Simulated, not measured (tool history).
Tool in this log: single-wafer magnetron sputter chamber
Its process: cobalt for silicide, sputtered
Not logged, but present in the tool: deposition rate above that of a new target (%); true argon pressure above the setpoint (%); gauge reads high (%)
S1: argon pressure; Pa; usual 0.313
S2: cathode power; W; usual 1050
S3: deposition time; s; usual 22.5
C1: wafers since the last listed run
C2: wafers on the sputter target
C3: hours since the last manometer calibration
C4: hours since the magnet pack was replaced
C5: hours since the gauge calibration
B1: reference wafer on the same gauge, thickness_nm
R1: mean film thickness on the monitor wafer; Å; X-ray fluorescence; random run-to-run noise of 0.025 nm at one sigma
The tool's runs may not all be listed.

run,hour,S1,S2,S3,C1,C2,C3,C4,C5,B1,R1
1,0,0.274,1050,22.5,0,2510,1746.3,8453.7,481.1,16.007,139.86
2,30.6,0.313,1050,22.5,548,3059,1776.9,8484.3,511.7,16.001,137.59
3,61.3,0.313,1050,22.5,550,3609,1807.6,8515,542.4,15.999,137.09
4,76.1,0.313,1050,22.5,265,3874,1822.4,8529.8,557.2,16,137.03
5,106,0.313,1050,22.5,536,4410,1852.3,8559.7,587.1,16.005,136.66
6,122.1,0.313,1050,22.5,288,4699,1868.4,8575.8,603.2,15.999,136.35
7,143.7,0.313,1050,22.5,387,5086,1890,8597.4,624.8,16.007,135.95
8,160.3,0.313,1050,22.5,297,5384,1906.6,8614,641.4,15.995,136.11
9,209.6,0.313,1050,22.5,883,6268,1955.9,8663.3,690.7,16.001,135.09
# hour 218.6: sputter target and shields replaced
10,221.9,0.313,1050,22.5,77,59,1968.2,8675.6,703,16.001,137.7
11,270.7,0.237,1050,25,874,934,2017,8724.4,751.8,16.005,157.99
12,283.9,0.237,1050,25,236,1171,2030.2,8737.6,765,16.001,157.98
13,312.7,0.313,1050,22.5,516,1687,2059,8766.4,793.8,15.996,137.79
14,329.4,0.258,1050,22.5,299,1986,2075.7,8783.1,810.5,15.995,141.09
15,427.3,0.258,1050,22.5,1755,3742,2173.6,8881,908.4,15.996,139.66
# hour 443.4: magnet pack replaced
# hour 445: capacitance manometer re-zeroed and calibrated
16,450.7,0.258,1050,22.5,246,3988,5.7,7.3,931.8,16.001,138.62
17,480.5,0.313,950,22.5,534,4522,35.5,37.1,961.6,16.004,121.92
18,497.2,0.2,950,21.2,299,4822,52.2,53.8,978.3,15.997,120.86
# hour 516.8: sputter target and shields replaced
19,517.3,0.349,1050,24.6,216,8,72.3,73.9,998.4,15.996,145.61
20,533.4,0.355,1050,26.2,288,297,88.4,90,1014.5,16.003,155.2
21,545.8,0.211,900,21,222,519,100.8,102.4,1026.9,16,114
22,560.2,0.211,900,21,258,777,115.2,116.8,1041.3,15.997,113.9
# hour 575.4: gauge calibrated
23,586.6,0.313,1050,22.5,473,1250,141.6,143.2,11.2,15.999,135.49
24,613.4,0.313,1050,25.2,480,1731,168.4,170,38,16.006,151.91
25,629.2,0.313,1050,25.7,283,2014,184.2,185.8,53.8,15.999,154.71
26,646,0.222,1050,22.5,301,2315,201,202.6,70.6,15.997,141.78
27,678,0.229,1050,22.5,573,2889,233,234.6,102.6,15.995,140.82
28,694.4,0.378,1050,19.3,294,3183,249.4,251,119,15.995,113.27
29,729.2,0.313,1050,22.5,623,3807,284.2,285.8,153.8,15.998,135.83
30,749.1,0.28,950,26.2,356,4164,304.1,305.7,173.7,16.004,144.35
31,768.2,0.424,950,19,342,4506,323.2,324.8,192.8,16.004,98.75
32,788.9,0.313,1050,22.5,371,4877,343.9,345.5,213.5,16.001,135.09
33,810.5,0.354,1050,26.7,387,5265,365.5,367.1,235.1,16.005,157.37
# hour 844.2: sputter target and shields replaced
34,844.7,0.313,1050,22.5,469,8,399.7,401.3,269.3,16.001,136.39
35,858.2,0.313,1050,22.5,242,250,413.2,414.8,282.8,16.002,137.2

What if the next run were any one of these 4? Each begins from the tool's condition after run 35:
A,858.6,0.313,1050,22.5,7,257,413.6,415.2,283.2,?,?
B,858.6,0.381,1200,19.4,7,257,413.6,415.2,283.2,?,?
C,858.6,0.245,1300,19.2,7,257,413.6,415.2,283.2,?,?
D,858.6,0.313,1050,18.7,7,257,413.6,415.2,283.2,?,?

run,B1,R1
A,16.003,137.11
B,16.003,131.25
C,16.003,149.15
D,16.003,113.95
Take away the tool's hidden state, keep each run's random variation, and the runs would have read:
run,R1
A,135.5
B,129.22
C,147.99
D,112.62
